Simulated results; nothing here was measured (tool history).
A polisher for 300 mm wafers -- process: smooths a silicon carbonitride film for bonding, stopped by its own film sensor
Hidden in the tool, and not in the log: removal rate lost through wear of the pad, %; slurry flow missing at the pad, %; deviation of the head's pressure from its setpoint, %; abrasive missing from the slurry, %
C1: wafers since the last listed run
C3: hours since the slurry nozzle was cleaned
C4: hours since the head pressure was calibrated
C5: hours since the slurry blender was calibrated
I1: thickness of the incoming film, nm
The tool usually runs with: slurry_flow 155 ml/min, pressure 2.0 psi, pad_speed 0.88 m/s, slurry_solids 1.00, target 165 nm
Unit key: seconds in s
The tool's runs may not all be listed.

run 1 hour=0.0 | slurry_flow=155 pressure=2.0 pad_speed=0.88 slurry_solids=1.00 target=165 | C1=0 wafers_polished_on_this_pad=558 C3=50.7 C4=78.7 C5=120.7 | I1=181.2 | seconds=79.7
run 2 hour=33.3 | slurry_flow=155 pressure=2.0 pad_speed=0.88 slurry_solids=1.00 target=165 | C1=218 wafers_polished_on_this_pad=776 C3=84.0 C4=112.0 C5=154.0 | I1=180.5 | seconds=78.0
run 3 hour=52.1 | slurry_flow=155 pressure=2.0 pad_speed=0.88 slurry_solids=1.00 target=165 | C1=123 wafers_polished_on_this_pad=899 C3=102.8 C4=130.8 C5=172.8 | I1=181.5 | seconds=82.0
run 4 hour=73.4 | slurry_flow=155 pressure=2.0 pad_speed=1.04 slurry_solids=1.00 target=165 | C1=139 wafers_polished_on_this_pad=1038 C3=124.1 C4=152.1 C5=194.1 | I1=181.1 | seconds=74.3
run 5 hour=98.9 | slurry_flow=155 pressure=2.0 pad_speed=1.04 slurry_solids=1.00 target=165 | C1=167 wafers_polished_on_this_pad=1206 C3=149.6 C4=177.6 C5=219.6 | I1=179.7 | seconds=69.0
-- hour=110.3 worn pad replaced by a new one
run 6 hour=114.8 | slurry_flow=155 pressure=2.5 pad_speed=0.74 slurry_solids=1.00 target=165 | C1=77 wafers_polished_on_this_pad=29 C3=165.5 C4=193.5 C5=235.5 | I1=177.9 | seconds=58.0
run 7 hour=131.4 | slurry_flow=195 pressure=2.0 pad_speed=0.88 slurry_solids=1.10 target=165 | C1=108 wafers_polished_on_this_pad=138 C3=182.1 C4=210.1 C5=252.1 | I1=182.5 | seconds=82.8
run 8 hour=153.2 | slurry_flow=195 pressure=2.0 pad_speed=0.88 slurry_solids=1.10 target=165 | C1=142 wafers_polished_on_this_pad=281 C3=203.9 C4=231.9 C5=273.9 | I1=179.2 | seconds=65.9
run 9 hour=165.7 | slurry_flow=195 pressure=2.0 pad_speed=0.88 slurry_solids=1.10 target=165 | C1=81 wafers_polished_on_this_pad=363 C3=216.4 C4=244.4 C5=286.4 | I1=179.5 | seconds=67.9
-- hour=175.9 slurry nozzle cleaned
run 10 hour=200.4 | slurry_flow=155 pressure=2.0 pad_speed=0.88 slurry_solids=1.00 target=165 | C1=220 wafers_polished_on_this_pad=583 C3=24.5 C4=279.1 C5=321.1 | I1=181.3 | seconds=80.2
run 11 hour=223.3 | slurry_flow=155 pressure=2.0 pad_speed=0.88 slurry_solids=1.00 target=165 | C1=150 wafers_polished_on_this_pad=733 C3=47.4 C4=302.0 C5=344.0 | I1=178.0 | seconds=64.6
run 12 hour=240.7 | slurry_flow=155 pressure=2.0 pad_speed=0.88 slurry_solids=1.00 target=165 | C1=113 wafers_polished_on_this_pad=847 C3=64.8 C4=319.4 C5=361.4 | I1=182.7 | seconds=87.5
-- hour=307.2 worn pad replaced by a new one
-- hour=323.0 slurry blender recalibrated
run 13 hour=344.0 | slurry_flow=155 pressure=2.0 pad_speed=0.88 slurry_solids=0.90 target=163 | C1=637 wafers_polished_on_this_pad=228 C3=168.1 C4=422.7 C5=21.0 | I1=181.9 | seconds=104.8
run 14 hour=371.2 | slurry_flow=155 pressure=2.4 pad_speed=0.88 slurry_solids=1.20 target=166 | C1=178 wafers_polished_on_this_pad=406 C3=195.3 C4=449.9 C5=48.2 | I1=178.4 | seconds=47.9
run 15 hour=389.1 | slurry_flow=155 pressure=2.0 pad_speed=0.88 slurry_solids=1.00 target=165 | C1=117 wafers_polished_on_this_pad=523 C3=213.2 C4=467.8 C5=66.1 | I1=181.6 | seconds=84.9
run 16 hour=405.2 | slurry_flow=155 pressure=2.0 pad_speed=0.88 slurry_solids=1.00 target=165 | C1=105 wafers_polished_on_this_pad=629 C3=229.3 C4=483.9 C5=82.2 | I1=180.4 | seconds=78.6
-- hour=411.3 slurry nozzle cleaned
run 17 hour=439.6 | slurry_flow=155 pressure=2.0 pad_speed=1.04 slurry_solids=1.00 target=165 | C1=218 wafers_polished_on_this_pad=847 C3=28.3 C4=518.3 C5=116.6 | I1=179.2 | seconds=64.3
run 18 hour=454.2 | slurry_flow=155 pressure=2.0 pad_speed=0.88 slurry_solids=1.00 target=165 | C1=95 wafers_polished_on_this_pad=943 C3=42.9 C4=532.9 C5=131.2 | I1=180.0 | seconds=74.0
-- hour=487.1 worn pad replaced by a new one
run 19 hour=490.0 | slurry_flow=185 pressure=2.7 pad_speed=0.88 slurry_solids=1.00 target=168 | C1=208 wafers_polished_on_this_pad=19 C3=78.7 C4=568.7 C5=167.0 | I1=180.4 | seconds=46.7
run 20 hour=505.2 | slurry_flow=155 pressure=2.0 pad_speed=0.88 slurry_solids=1.00 target=165 | C1=99 wafers_polished_on_this_pad=118 C3=93.9 C4=583.9 C5=182.2 | I1=178.7 | seconds=69.2
run 21 hour=535.6 | slurry_flow=155 pressure=2.0 pad_speed=0.88 slurry_solids=1.00 target=169 | C1=199 wafers_polished_on_this_pad=317 C3=124.3 C4=614.3 C5=212.6 | I1=180.2 | seconds=56.7
-- hour=582.2 head pressure recalibrated
run 22 hour=620.5 | slurry_flow=155 pressure=1.4 pad_speed=0.88 slurry_solids=1.00 target=167 | C1=543 wafers_polished_on_this_pad=860 C3=209.2 C4=38.3 C5=297.5 | I1=181.0 | seconds=99.2
run 23 hour=640.4 | slurry_flow=155 pressure=1.4 pad_speed=0.62 slurry_solids=1.00 target=168 | C1=130 wafers_polished_on_this_pad=991 C3=229.1 C4=58.2 C5=317.4 | I1=178.5 | seconds=86.4
-- hour=644.5 slurry nozzle cleaned
-- hour=656.1 worn pad replaced by a new one
run 24 hour=664.2 | slurry_flow=195 pressure=1.5 pad_speed=0.88 slurry_solids=1.25 target=165 | C1=123 wafers_polished_on_this_pad=52 C3=19.7 C4=82.0 C5=341.2 | I1=179.7 | seconds=79.1
run 25 hour=690.4 | slurry_flow=120 pressure=1.5 pad_speed=0.88 slurry_solids=1.25 target=169 | C1=171 wafers_polished_on_this_pad=224 C3=45.9 C4=108.2 C5=367.4 | I1=180.9 | seconds=69.7
run 26 hour=716.1 | slurry_flow=155 pressure=2.0 pad_speed=1.00 slurry_solids=0.70 target=165 | C1=168 wafers_polished_on_this_pad=392 C3=71.6 C4=133.9 C5=393.1 | I1=180.6 | seconds=100.8
-- hour=718.6 slurry blender recalibrated
run 27 hour=739.0 | slurry_flow=155 pressure=2.0 pad_speed=0.80 slurry_solids=1.00 target=163 | C1=136 wafers_polished_on_this_pad=529 C3=94.5 C4=156.8 C5=20.4 | I1=180.1 | seconds=91.1
run 28 hour=755.2 | slurry_flow=155 pressure=1.3 pad_speed=0.78 slurry_solids=0.75 target=170 | C1=106 wafers_polished_on_this_pad=635 C3=110.7 C4=173.0 C5=36.6 | I1=182.9 | seconds=130.8
run 29 hour=775.7 | slurry_flow=155 pressure=2.0 pad_speed=0.88 slurry_solids=1.00 target=165 | C1=134 wafers_polished_on_this_pad=770 C3=131.2 C4=193.5 C5=57.1 | I1=178.7 | seconds=69.5
run 30 hour=810.0 | slurry_flow=155 pressure=2.0 pad_speed=0.88 slurry_solids=1.00 target=165 | C1=224 wafers_polished_on_this_pad=994 C3=165.5 C4=227.8 C5=91.4 | I1=179.3 | seconds=72.9
run 31 hour=825.0 | slurry_flow=155 pressure=2.3 pad_speed=0.88 slurry_solids=1.00 target=165 | C1=98 wafers_polished_on_this_pad=1093 C3=180.5 C4=242.8 C5=106.4 | I1=178.3 | seconds=60.2

Each run again, without the hidden state but with its own random variation kept:
run=1 seconds=77.4
run=2 seconds=74.9
run=3 seconds=78.3
run=4 seconds=70.6
run=5 seconds=65.2
run=6 seconds=54.8
run=7 seconds=78.7
run=8 seconds=62.5
run=9 seconds=64.4
run=10 seconds=78.5
run=11 seconds=62.5
run=12 seconds=84.0
run=13 seconds=98.2
run=14 seconds=44.8
run=15 seconds=79.2
run=16 seconds=73.3
run=17 seconds=63.0
run=18 seconds=71.9
run=19 seconds=44.9
run=20 seconds=66.0
run=21 seconds=53.7
run=22 seconds=92.9
run=23 seconds=80.9
run=24 seconds=77.9
run=25 seconds=67.2
run=26 seconds=96.6
run=27 seconds=86.7
run=28 seconds=123.9
run=29 seconds=65.6
run=30 seconds=68.4
run=31 seconds=56.4
